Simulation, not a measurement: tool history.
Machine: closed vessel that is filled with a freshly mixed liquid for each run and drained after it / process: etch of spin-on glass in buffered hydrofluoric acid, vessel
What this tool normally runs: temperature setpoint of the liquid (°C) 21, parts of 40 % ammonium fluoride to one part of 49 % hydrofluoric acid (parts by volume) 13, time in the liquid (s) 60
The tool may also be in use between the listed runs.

| run | day | temperature setpoint of the liquid (°C) | parts of 40 % ammonium fluoride to one part of 49 % hydrofluoric acid (parts by volume) | time in the liquid (s) | wafers since the last listed run | hours since the thermometer was replaced | hours since the hydrofluoric acid flow meter was replaced | hours since the gauge calibration | read-back film thickness of the spin-on glass reference wafer, read on the same gauge (nm) | thickness taken off the spin-on glass on a monitor wafer (Å) |
|---|---|---|---|---|---|---|---|---|---|---|
| 1 | 0 | 21 | 15 | 85 | 0 | 1105.7 | 803.6 | 274.1 | 39.99 | 1942.6 |
| 2 | 1.612 | 21 | 15 | 85 | 5308 | 1144.4 | 842.3 | 312.8 | 40.01 | 1955 |
| 3 | 3.229 | 21 | 15 | 85 | 5322 | 1183.2 | 881.1 | 351.6 | 40 | 1964.4 |
| 4 | 5.642 | 21 | 13 | 60 | 7942 | 1241.1 | 939 | 409.5 | 39.99 | 1599.5 |
| 5 | 8.579 | 21 | 13 | 60 | 9671 | 1311.6 | 1009.5 | 480 | 40 | 1599.9 |
| 6 | 10.2 | 21 | 13 | 60 | 5336 | 1350.5 | 1048.4 | 518.9 | 40.01 | 1602.1 |
| 7 | 12.888 | 21 | 13 | 60 | 8848 | 1415 | 1112.9 | 583.4 | 40 | 1609.2 |
| 8 | 14.046 | 21 | 13 | 60 | 3813 | 1442.8 | 1140.7 | 611.2 | 40 | 1611.1 |
| 9 | 16.412 | 21 | 15 | 85 | 7791 | 1499.6 | 1197.5 | 668 | 40 | 1994.7 |
| 10 | 18.446 | 21 | 13 | 70 | 6694 | 1548.4 | 1246.3 | 716.8 | 39.99 | 1889.1 |
| 11 | 19.883 | 21 | 15 | 85 | 4732 | 1582.9 | 1280.8 | 751.3 | 39.99 | 2013.8 |
|  | 21.612 | gauge calibrated |
| 12 | 21.746 | 21 | 15.5 | 60 | 6131 | 1627.6 | 1325.5 | 3.2 | 40 | 1370.1 |
| 13 | 23.3 | 19.5 | 15 | 75 | 5116 | 1664.9 | 1362.8 | 40.5 | 39.98 | 1636.4 |
|  | 24.421 | thermometer replaced |
|  | 24.65 | hydrofluoric acid flow meter replaced |
| 14 | 24.671 | 23 | 13 | 60 | 4238 | 6 | 0.5 | 73.4 | 40.01 | 1685.7 |
| 15 | 25.975 | 21 | 16 | 60 | 4293 | 37.3 | 31.8 | 104.7 | 40.01 | 1222.2 |
| 16 | 28.529 | 21 | 13 | 50 | 8409 | 98.6 | 93.1 | 166 | 40 | 1267.9 |
| 17 | 31.492 | 21 | 9 | 60 | 9753 | 169.7 | 164.2 | 237.1 | 40.01 | 2099.9 |

Per-run results on a tool with no hidden state, each run keeping its own random variation:
Unlogged tool condition in this case: liquid hotter than its thermometer reads (K); hydrofluoric acid flow above the setpoint (%); gauge reads high (%).
| run | thickness taken off the spin-on glass on a monitor wafer (Å) |
|---|---|
| 1 | 1811.5 |
| 2 | 1819 |
| 3 | 1823.8 |
| 4 | 1479.3 |
| 5 | 1473.2 |
| 6 | 1471.9 |
| 7 | 1472.7 |
| 8 | 1472.1 |
| 9 | 1815.4 |
| 10 | 1714.7 |
| 11 | 1823.7 |
| 12 | 1237.4 |
| 13 | 1473.1 |
| 14 | 1650.9 |
| 15 | 1194.7 |
| 16 | 1234.5 |
| 17 | 2035.7 |

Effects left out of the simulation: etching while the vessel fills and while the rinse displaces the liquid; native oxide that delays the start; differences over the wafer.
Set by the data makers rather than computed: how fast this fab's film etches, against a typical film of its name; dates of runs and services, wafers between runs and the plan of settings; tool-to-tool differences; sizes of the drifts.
